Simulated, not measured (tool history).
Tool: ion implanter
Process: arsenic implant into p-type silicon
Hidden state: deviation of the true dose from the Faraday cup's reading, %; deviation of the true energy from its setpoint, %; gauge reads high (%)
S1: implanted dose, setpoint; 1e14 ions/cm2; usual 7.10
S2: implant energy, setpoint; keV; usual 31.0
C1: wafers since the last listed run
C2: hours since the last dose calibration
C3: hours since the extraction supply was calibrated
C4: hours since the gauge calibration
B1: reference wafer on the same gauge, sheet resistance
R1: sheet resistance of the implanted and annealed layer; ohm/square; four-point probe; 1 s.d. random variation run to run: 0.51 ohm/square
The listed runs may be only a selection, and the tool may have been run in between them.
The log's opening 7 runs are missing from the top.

Run 8, hour 89.6: usual settings but S2 39.0 keV; C1 241; C2 396.0; C3 4060.3; C4 296.2; B1 165.02. Result: R1 148.43 ohm/square.
Run 9, hour 103.2: usual settings but S2 39.0 keV; C1 262; C2 409.6; C3 4073.9; C4 309.8; B1 164.97. Result: R1 148.72 ohm/square.
At hour 110.7: gauge calibrated.
Run 10, hour 119.3: usual settings but S2 36.5 keV; C1 310; C2 425.7; C3 4090.0; C4 8.6; B1 165.02. Result: R1 150.41 ohm/square.
Run 11, hour 126.7: usual settings but S2 36.5 keV; C1 142; C2 433.1; C3 4097.4; C4 16.0; B1 164.96. Result: R1 149.95 ohm/square.
At hour 137.7: extraction supply calibrated.
At hour 142.4: Faraday cup replaced and dose calibrated.
Run 12, hour 142.9: usual settings; C1 67; C2 0.5; C3 5.2; C4 32.2; B1 165.01. Result: R1 160.34 ohm/square.
Run 13, hour 147.7: usual settings; C1 92; C2 5.3; C3 10.0; C4 37.0; B1 164.96. Result: R1 159.09 ohm/square.
Run 14, hour 163.0: usual settings; C1 295; C2 20.6; C3 25.3; C4 52.3; B1 165.00. Result: R1 158.96 ohm/square.
Run 15, hour 172.1: usual settings; C1 175; C2 29.7; C3 34.4; C4 61.4; B1 164.94. Result: R1 159.37 ohm/square.
Run 16, hour 187.8: usual settings; C1 303; C2 45.4; C3 50.1; C4 77.1; B1 164.88. Result: R1 159.31 ohm/square.
Run 17, hour 203.9: usual settings but S1 8.74 1e14 ions/cm2; C1 310; C2 61.5; C3 66.2; C4 93.2; B1 164.98. Result: R1 137.13 ohm/square.
Run 18, hour 214.5: usual settings but S1 8.23 1e14 ions/cm2; C1 204; C2 72.1; C3 76.8; C4 103.8; B1 165.07. Result: R1 142.86 ohm/square.
Run 19, hour 225.0: usual settings but S1 5.68 1e14 ions/cm2, S2 27.0 keV; C1 202; C2 82.6; C3 87.3; C4 114.3; B1 165.04. Result: R1 190.93 ohm/square.
Run 20, hour 233.2: usual settings but S1 5.34 1e14 ions/cm2, S2 40.5 keV; C1 158; C2 90.8; C3 95.5; C4 122.5; B1 165.05. Result: R1 188.17 ohm/square.
Run 21, hour 243.0: usual settings but S2 25.5 keV; C1 189; C2 100.6; C3 105.3; C4 132.3; B1 165.05. Result: R1 166.12 ohm/square.
Run 22, hour 250.1: usual settings; C1 137; C2 107.7; C3 112.4; C4 139.4; B1 165.03. Result: R1 158.31 ohm/square.
Run 23, hour 264.3: usual settings; C1 274; C2 121.9; C3 126.6; C4 153.6; B1 165.00. Result: R1 158.78 ohm/square.
Run 24, hour 277.3: usual settings; C1 250; C2 134.9; C3 139.6; C4 166.6; B1 165.07. Result: R1 158.00 ohm/square.
Run 25, hour 283.4: usual settings; C1 117; C2 141.0; C3 145.7; C4 172.7; B1 165.03. Result: R1 157.36 ohm/square.
Run 26, hour 291.5: usual settings but S2 39.5 keV; C1 156; C2 149.1; C3 153.8; C4 180.8; B1 165.15. Result: R1 151.59 ohm/square.
Run 27, hour 305.3: usual settings but S1 8.43 1e14 ions/cm2, S2 36.5 keV; C1 266; C2 162.9; C3 167.6; C4 194.6; B1 165.02. Result: R1 134.91 ohm/square.
Run 28, hour 315.5: usual settings but S2 23.0 keV; C1 196; C2 173.1; C3 177.8; C4 204.8; B1 165.00. Result: R1 168.28 ohm/square.
Run 29, hour 323.0: usual settings but S1 6.18 1e14 ions/cm2, S2 40.0 keV; C1 144; C2 180.6; C3 185.3; C4 212.3; B1 165.04. Result: R1 166.78 ohm/square.
Run 30, hour 340.9: usual settings but S1 7.70 1e14 ions/cm2, S2 26.0 keV; C1 345; C2 198.5; C3 203.2; C4 230.2; B1 165.00. Result: R1 154.56 ohm/square.
Run 31, hour 348.6: usual settings but S1 8.66 1e14 ions/cm2; C1 148; C2 206.2; C3 210.9; C4 237.9; B1 165.04. Result: R1 136.73 ohm/square.

What if the next run were any one of these 4? Each begins from the tool's condition after run 31:
Run A, hour 349.0: usual settings but S1 5.29 1e14 ions/cm2; C1 7; C2 206.6; C3 211.3; C4 238.3; B1 ?. Result: R1 ?.
Run B, hour 349.0: usual settings but S1 5.69 1e14 ions/cm2, S2 27.5 keV; C1 7; C2 206.6; C3 211.3; C4 238.3; B1 ?. Result: R1 ?.
Run C, hour 349.0: usual settings but S1 5.84 1e14 ions/cm2, S2 40.0 keV; C1 7; C2 206.6; C3 211.3; C4 238.3; B1 ?. Result: R1 ?.
Run D, hour 349.0: usual settings but S1 6.53 1e14 ions/cm2, S2 40.5 keV; C1 7; C2 206.6; C3 211.3; C4 238.3; B1 ?. Result: R1 ?.

run      B1      R1
  A  165.00  195.97
  B  165.00  189.48
  C  165.00  174.36
  D  165.00  159.60
Stripped of hidden state, with their random variation kept, the same runs would have yielded:
run      R1
  A  198.51
  B  191.87
  C  176.70
  D  161.75
